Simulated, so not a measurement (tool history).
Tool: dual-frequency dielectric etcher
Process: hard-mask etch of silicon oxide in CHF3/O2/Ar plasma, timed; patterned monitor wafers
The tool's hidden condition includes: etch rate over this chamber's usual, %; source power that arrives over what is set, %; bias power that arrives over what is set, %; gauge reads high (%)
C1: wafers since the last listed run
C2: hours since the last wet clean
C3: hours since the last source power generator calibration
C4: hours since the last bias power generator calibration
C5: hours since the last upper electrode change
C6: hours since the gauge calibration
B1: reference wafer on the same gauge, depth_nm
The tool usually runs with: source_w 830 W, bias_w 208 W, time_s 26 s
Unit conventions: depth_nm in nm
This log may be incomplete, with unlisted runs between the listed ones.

run 1 hour=0 | source_w=830 bias_w=208 time_s=26 | C1=0 C2=355 C3=3018 C4=3112.3 C5=5774.1 C6=216.9 | B1=61.4 | depth_nm=62.4
run 2 hour=22.8 | source_w=830 bias_w=183 time_s=26 | C1=193 C2=377.8 C3=3040.8 C4=3135.1 C5=5796.9 C6=239.7 | B1=61.4 | depth_nm=60
run 3 hour=40.7 | source_w=830 bias_w=183 time_s=26 | C1=152 C2=395.7 C3=3058.7 C4=3153 C5=5814.8 C6=257.6 | B1=61.3 | depth_nm=60.1
-- hour=41.9 gauge calibrated
run 4 hour=63.2 | source_w=830 bias_w=183 time_s=26 | C1=191 C2=418.2 C3=3081.2 C4=3175.5 C5=5837.3 C6=21.3 | B1=62 | depth_nm=60.5
run 5 hour=91.4 | source_w=730 bias_w=208 time_s=26 | C1=239 C2=446.4 C3=3109.4 C4=3203.7 C5=5865.5 C6=49.5 | B1=61.9 | depth_nm=59.1
run 6 hour=108.8 | source_w=830 bias_w=208 time_s=26 | C1=148 C2=463.8 C3=3126.8 C4=3221.1 C5=5882.9 C6=66.9 | B1=61.8 | depth_nm=62.7
-- hour=137.1 upper electrode replaced
run 7 hour=137.6 | source_w=830 bias_w=208 time_s=26 | C1=40 C2=492.6 C3=3155.6 C4=3249.9 C5=0.5 C6=95.7 | B1=61.8 | depth_nm=62.4
run 8 hour=139.3 | source_w=830 bias_w=208 time_s=26 | C1=14 C2=494.3 C3=3157.3 C4=3251.6 C5=2.2 C6=97.4 | B1=61.8 | depth_nm=62.6
run 9 hour=173.4 | source_w=1000 bias_w=223 time_s=26 | C1=290 C2=528.4 C3=3191.4 C4=3285.7 C5=36.3 C6=131.5 | B1=61.7 | depth_nm=69.5
-- hour=199.9 bias power generator calibrated
run 10 hour=205.6 | source_w=830 bias_w=208 time_s=32 | C1=239 C2=560.6 C3=3223.6 C4=5.7 C5=68.5 C6=163.7 | B1=61.6 | depth_nm=76.8
run 11 hour=275 | source_w=970 bias_w=174 time_s=21.5 | C1=590 C2=630 C3=3293 C4=75.1 C5=137.9 C6=233.1 | B1=61.5 | depth_nm=52.7
-- hour=285.9 gauge calibrated
-- hour=302.3 wet clean of the chamber
run 12 hour=304.8 | source_w=830 bias_w=208 time_s=26 | C1=49 C2=2.5 C3=3322.8 C4=104.9 C5=167.7 C6=18.9 | B1=62 | depth_nm=62.9
-- hour=320.1 source power generator calibrated
run 13 hour=322.8 | source_w=740 bias_w=208 time_s=26 | C1=119 C2=20.5 C3=2.7 C4=122.9 C5=185.7 C6=36.9 | B1=61.9 | depth_nm=59.3
run 14 hour=350.1 | source_w=760 bias_w=208 time_s=26 | C1=232 C2=47.8 C3=30 C4=150.2 C5=213 C6=64.2 | B1=61.9 | depth_nm=60.1
run 15 hour=385.2 | source_w=830 bias_w=208 time_s=23 | C1=298 C2=82.9 C3=65.1 C4=185.3 C5=248.1 C6=99.3 | B1=61.8 | depth_nm=55.2

Forecast run 16:
run 16 hour=406.7 | source_w=830 bias_w=208 time_s=26 | C1=182 C2=104.4 C3=86.6 C4=206.8 C5=269.6 C6=120.8 | B1=? | depth_nm=?

B1: 61.7
depth_nm: 62.2 nm
If the tool had no hidden condition, the same run with the same run-to-run variation would have returned depth_nm 62.5 nm.
